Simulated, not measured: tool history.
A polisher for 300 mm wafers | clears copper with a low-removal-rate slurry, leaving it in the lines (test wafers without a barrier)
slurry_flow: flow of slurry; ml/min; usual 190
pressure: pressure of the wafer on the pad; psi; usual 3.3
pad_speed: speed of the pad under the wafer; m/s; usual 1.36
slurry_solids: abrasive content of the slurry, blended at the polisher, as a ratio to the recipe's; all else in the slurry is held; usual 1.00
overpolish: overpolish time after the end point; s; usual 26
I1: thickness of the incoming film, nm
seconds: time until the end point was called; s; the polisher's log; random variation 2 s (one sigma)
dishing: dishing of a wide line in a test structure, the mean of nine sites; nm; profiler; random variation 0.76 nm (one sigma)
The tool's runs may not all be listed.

Run 1, hour 0.0: usual settings but slurry_solids 0.80; I1 559.7. Result: seconds 158.7 s, dishing 52.1 nm.
Run 2, hour 195.0: usual settings but slurry_solids 0.80; I1 544.0. Result: seconds 164.1 s, dishing 51.0 nm.
Run 3, hour 252.4: usual settings; I1 549.9. Result: seconds 161.5 s, dishing 50.9 nm.
At hour 302.6: slurry nozzle cleaned.
Run 4, hour 310.6: usual settings; I1 554.9. Result: seconds 163.9 s, dishing 51.2 nm.
Run 5, hour 344.7: usual settings but slurry_solids 1.15; I1 550.8. Result: seconds 161.9 s, dishing 53.4 nm.
Run 6, hour 396.1: usual settings but slurry_flow 150 ml/min, pressure 4.4 psi, pad_speed 1.06 m/s, slurry_solids 0.70; I1 561.7. Result: seconds 171.5 s, dishing 49.7 nm.
At hour 414.8: worn pad replaced by a new one.
At hour 456.8: slurry blender recalibrated.
Run 7, hour 457.3: usual settings but overpolish 41 s; I1 554.9. Result: seconds 153.0 s, dishing 68.9 nm.
Run 8, hour 485.1: usual settings but slurry_solids 0.80; I1 546.3. Result: seconds 154.2 s, dishing 52.9 nm.
Run 9, hour 540.9: usual settings but overpolish 17 s; I1 559.8. Result: seconds 150.7 s, dishing 40.4 nm.
Run 10, hour 588.0: usual settings but slurry_flow 215 ml/min; I1 561.7. Result: seconds 154.8 s, dishing 54.8 nm.
At hour 639.1: head pressure recalibrated.
Run 11, hour 653.9: usual settings; I1 555.6. Result: seconds 156.4 s, dishing 52.2 nm.
Run 12, hour 717.9: usual settings; I1 551.3. Result: seconds 157.2 s, dishing 52.9 nm.
Run 13, hour 762.7: usual settings but pressure 4.3 psi, pad_speed 1.70 m/s, slurry_solids 1.30; I1 554.9. Result: seconds 96.5 s, dishing 71.1 nm.
Run 14, hour 808.2: usual settings but overpolish 15 s; I1 545.4. Result: seconds 160.0 s, dishing 35.4 nm.
Run 15, hour 842.9: usual settings but pressure 2.6 psi, pad_speed 1.80 m/s, slurry_solids 0.70; I1 555.4. Result: seconds 165.3 s, dishing 50.5 nm.
Run 16, hour 914.6: usual settings but pressure 2.1 psi, slurry_solids 1.25, overpolish 39 s; I1 553.4. Result: seconds 249.8 s, dishing 48.5 nm.

Run 17 comes next. What will it give?
At hour 954.0: slurry nozzle cleaned.
At hour 1006.4: slurry blender recalibrated.
At hour 1030.8: worn pad replaced by a new one.
Run 17, hour 1127.7: usual settings but slurry_solids 0.75; I1 544.9. Result: seconds ?, dishing ?.

Run 17 gave seconds 151.9 s, dishing 53.4 nm.
Without the tool's hidden state the same run would have given seconds 148.8 s, dishing 54.1 nm.
